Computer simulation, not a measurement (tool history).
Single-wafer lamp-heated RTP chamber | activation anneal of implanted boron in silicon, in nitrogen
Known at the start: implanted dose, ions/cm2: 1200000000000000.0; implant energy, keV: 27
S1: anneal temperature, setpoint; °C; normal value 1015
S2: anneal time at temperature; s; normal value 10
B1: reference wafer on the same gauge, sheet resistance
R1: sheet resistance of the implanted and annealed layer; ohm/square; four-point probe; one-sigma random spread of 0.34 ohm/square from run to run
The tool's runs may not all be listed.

run 1 hour=0.0 | S1=1015 S2=10 | B1=122.01 | R1=103.84
-- hour=6.6 reflector plate cleaned
run 2 hour=31.0 | S1=1015 S2=10 | B1=121.93 | R1=103.45
run 3 hour=76.4 | S1=1015 S2=10 | B1=122.05 | R1=102.92
run 4 hour=143.5 | S1=1015 S2=10 | B1=121.91 | R1=102.60
run 5 hour=179.2 | S1=1015 S2=7 | B1=122.02 | R1=102.38
run 6 hour=233.9 | S1=1015 S2=7 | B1=122.00 | R1=102.00
run 7 hour=272.9 | S1=1015 S2=7 | B1=122.15 | R1=102.21
-- hour=290.9 pyrometer window cleaned and pyrometer calibrated
-- hour=359.1 reflector plate cleaned
run 8 hour=385.0 | S1=1015 S2=10 | B1=121.95 | R1=101.95
-- hour=394.8 gauge calibrated
run 9 hour=446.5 | S1=1006 S2=13 | B1=122.11 | R1=101.85
run 10 hour=478.8 | S1=1006 S2=13 | B1=122.12 | R1=101.74
-- hour=518.7 pyrometer window cleaned and pyrometer calibrated, repeated, since the last time left the tool worse
run 11 hour=519.2 | S1=1028 S2=13 | B1=122.09 | R1=101.11
run 12 hour=549.1 | S1=987 S2=12 | B1=121.90 | R1=112.10
-- hour=667.6 reflector plate cleaned
run 13 hour=702.4 | S1=1015 S2=10 | B1=122.03 | R1=103.53
run 14 hour=773.4 | S1=1032 S2=8 | B1=122.04 | R1=100.89
run 15 hour=809.1 | S1=995 S2=6 | B1=122.02 | R1=109.40
run 16 hour=939.2 | S1=1015 S2=10 | B1=122.16 | R1=102.90

Here are 4 independent what-if runs from the current tool condition. What would each one return?
run A hour=939.6 | S1=1015 S2=10 | B1=? | R1=?
run B hour=939.6 | S1=1015 S2=6 | B1=? | R1=?
run C hour=939.6 | S1=1029 S2=6 | B1=? | R1=?
run D hour=939.6 | S1=1032 S2=12 | B1=? | R1=?

run=A B1=122.02 R1=101.96
run=B B1=122.02 R1=102.66
run=C B1=122.02 R1=100.92
run=D B1=122.02 R1=100.12
Without the tool's unlogged condition, the same runs would have read:
run=A R1=103.02
run=B R1=103.93
run=C R1=101.65
run=D R1=100.64
